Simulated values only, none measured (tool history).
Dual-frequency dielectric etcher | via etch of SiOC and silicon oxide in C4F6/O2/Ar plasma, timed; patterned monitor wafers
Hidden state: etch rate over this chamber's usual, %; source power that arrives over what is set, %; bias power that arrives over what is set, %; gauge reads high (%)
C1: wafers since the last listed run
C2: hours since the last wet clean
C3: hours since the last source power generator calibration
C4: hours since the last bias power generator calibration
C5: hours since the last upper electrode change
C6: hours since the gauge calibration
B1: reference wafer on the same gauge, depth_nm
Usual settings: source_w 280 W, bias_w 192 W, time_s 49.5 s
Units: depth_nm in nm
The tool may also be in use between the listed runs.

run 1 hour=0.0 | source_w=280 bias_w=192 time_s=49.5 | C1=0 C2=183.8 C3=3741.5 C4=3927.7 C5=2677.0 C6=119.1 | B1=45.59 | depth_nm=48.33
run 2 hour=12.3 | source_w=280 bias_w=192 time_s=49.5 | C1=111 C2=196.1 C3=3753.8 C4=3940.0 C5=2689.3 C6=131.4 | B1=45.63 | depth_nm=48.22
run 3 hour=24.3 | source_w=280 bias_w=192 time_s=49.5 | C1=108 C2=208.1 C3=3765.8 C4=3952.0 C5=2701.3 C6=143.4 | B1=45.66 | depth_nm=48.02
run 4 hour=38.4 | source_w=280 bias_w=192 time_s=49.5 | C1=127 C2=222.2 C3=3779.9 C4=3966.1 C5=2715.4 C6=157.5 | B1=45.62 | depth_nm=48.23
run 5 hour=53.7 | source_w=280 bias_w=192 time_s=49.5 | C1=138 C2=237.5 C3=3795.2 C4=3981.4 C5=2730.7 C6=172.8 | B1=45.60 | depth_nm=48.24
run 6 hour=63.3 | source_w=280 bias_w=192 time_s=49.5 | C1=86 C2=247.1 C3=3804.8 C4=3991.0 C5=2740.3 C6=182.4 | B1=45.53 | depth_nm=47.84
run 7 hour=77.4 | source_w=280 bias_w=192 time_s=49.5 | C1=127 C2=261.2 C3=3818.9 C4=4005.1 C5=2754.4 C6=196.5 | B1=45.64 | depth_nm=47.88
run 8 hour=88.6 | source_w=230 bias_w=218 time_s=49.5 | C1=101 C2=272.4 C3=3830.1 C4=4016.3 C5=2765.6 C6=207.7 | B1=45.62 | depth_nm=45.88
run 9 hour=105.1 | source_w=230 bias_w=218 time_s=49.5 | C1=149 C2=288.9 C3=3846.6 C4=4032.8 C5=2782.1 C6=224.2 | B1=45.61 | depth_nm=45.71
run 10 hour=114.5 | source_w=230 bias_w=218 time_s=49.5 | C1=85 C2=298.3 C3=3856.0 C4=4042.2 C5=2791.5 C6=233.6 | B1=45.62 | depth_nm=45.81
-- hour=115.7 gauge calibrated
run 11 hour=130.6 | source_w=320 bias_w=192 time_s=49.5 | C1=145 C2=314.4 C3=3872.1 C4=4058.3 C5=2807.6 C6=14.9 | B1=45.61 | depth_nm=50.43
run 12 hour=140.0 | source_w=320 bias_w=192 time_s=49.5 | C1=85 C2=323.8 C3=3881.5 C4=4067.7 C5=2817.0 C6=24.3 | B1=45.67 | depth_nm=49.93
run 13 hour=155.2 | source_w=320 bias_w=192 time_s=49.5 | C1=137 C2=339.0 C3=3896.7 C4=4082.9 C5=2832.2 C6=39.5 | B1=45.59 | depth_nm=49.98
-- hour=159.4 bias power generator calibrated
run 14 hour=166.9 | source_w=280 bias_w=180 time_s=56.0 | C1=69 C2=350.7 C3=3908.4 C4=7.5 C5=2843.9 C6=51.2 | B1=45.61 | depth_nm=53.26
-- hour=196.4 wet clean of the chamber
run 15 hour=196.9 | source_w=280 bias_w=192 time_s=49.5 | C1=54 C2=0.5 C3=3938.4 C4=37.5 C5=2873.9 C6=81.2 | B1=45.67 | depth_nm=48.92
run 16 hour=197.2 | source_w=230 bias_w=192 time_s=63.0 | C1=2 C2=0.8 C3=3938.7 C4=37.8 C5=2874.2 C6=81.5 | B1=45.59 | depth_nm=58.52
-- hour=232.1 source power generator calibrated
-- hour=242.3 upper electrode replaced
run 17 hour=242.8 | source_w=280 bias_w=192 time_s=36.5 | C1=284 C2=46.4 C3=10.7 C4=83.4 C5=0.5 C6=127.1 | B1=45.61 | depth_nm=36.15
run 18 hour=243.1 | source_w=310 bias_w=178 time_s=49.5 | C1=2 C2=46.7 C3=11.0 C4=83.7 C5=0.8 C6=127.4 | B1=45.62 | depth_nm=49.85
run 19 hour=251.5 | source_w=300 bias_w=213 time_s=56.0 | C1=76 C2=55.1 C3=19.4 C4=92.1 C5=9.2 C6=135.8 | B1=45.57 | depth_nm=57.97
run 20 hour=267.1 | source_w=250 bias_w=224 time_s=42.5 | C1=141 C2=70.7 C3=35.0 C4=107.7 C5=24.8 C6=151.4 | B1=45.55 | depth_nm=41.70
run 21 hour=279.9 | source_w=280 bias_w=192 time_s=57.0 | C1=115 C2=83.5 C3=47.8 C4=120.5 C5=37.6 C6=164.2 | B1=45.67 | depth_nm=55.94
run 22 hour=292.4 | source_w=220 bias_w=237 time_s=60.5 | C1=113 C2=96.0 C3=60.3 C4=133.0 C5=50.1 C6=176.7 | B1=45.64 | depth_nm=57.32
run 23 hour=310.3 | source_w=230 bias_w=161 time_s=49.5 | C1=161 C2=113.9 C3=78.2 C4=150.9 C5=68.0 C6=194.6 | B1=45.57 | depth_nm=43.80
run 24 hour=325.2 | source_w=280 bias_w=192 time_s=43.5 | C1=134 C2=128.8 C3=93.1 C4=165.8 C5=82.9 C6=209.5 | B1=45.60 | depth_nm=42.34
run 25 hour=337.9 | source_w=280 bias_w=148 time_s=56.5 | C1=114 C2=141.5 C3=105.8 C4=178.5 C5=95.6 C6=222.2 | B1=45.57 | depth_nm=52.50
run 26 hour=350.4 | source_w=280 bias_w=192 time_s=49.5 | C1=113 C2=154.0 C3=118.3 C4=191.0 C5=108.1 C6=234.7 | B1=45.65 | depth_nm=48.20
-- hour=352.9 gauge calibrated
run 27 hour=367.3 | source_w=230 bias_w=192 time_s=49.5 | C1=152 C2=170.9 C3=135.2 C4=207.9 C5=125.0 C6=14.4 | B1=45.57 | depth_nm=45.16

The same runs without the tool's hidden state, with the same run-to-run variation:
run=1 depth_nm=49.12
run=2 depth_nm=49.07
run=3 depth_nm=48.93
run=4 depth_nm=49.21
run=5 depth_nm=49.29
run=6 depth_nm=48.93
run=7 depth_nm=49.05
run=8 depth_nm=47.05
run=9 depth_nm=46.95
run=10 depth_nm=47.10
run=11 depth_nm=51.94
run=12 depth_nm=51.47
run=13 depth_nm=51.60
run=14 depth_nm=55.05
run=15 depth_nm=49.09
run=16 depth_nm=58.73
run=17 depth_nm=36.45
run=18 depth_nm=50.26
run=19 depth_nm=58.49
run=20 depth_nm=42.14
run=21 depth_nm=56.61
run=22 depth_nm=58.07
run=23 depth_nm=44.46
run=24 depth_nm=43.03
run=25 depth_nm=53.44
run=26 depth_nm=49.12
run=27 depth_nm=46.09
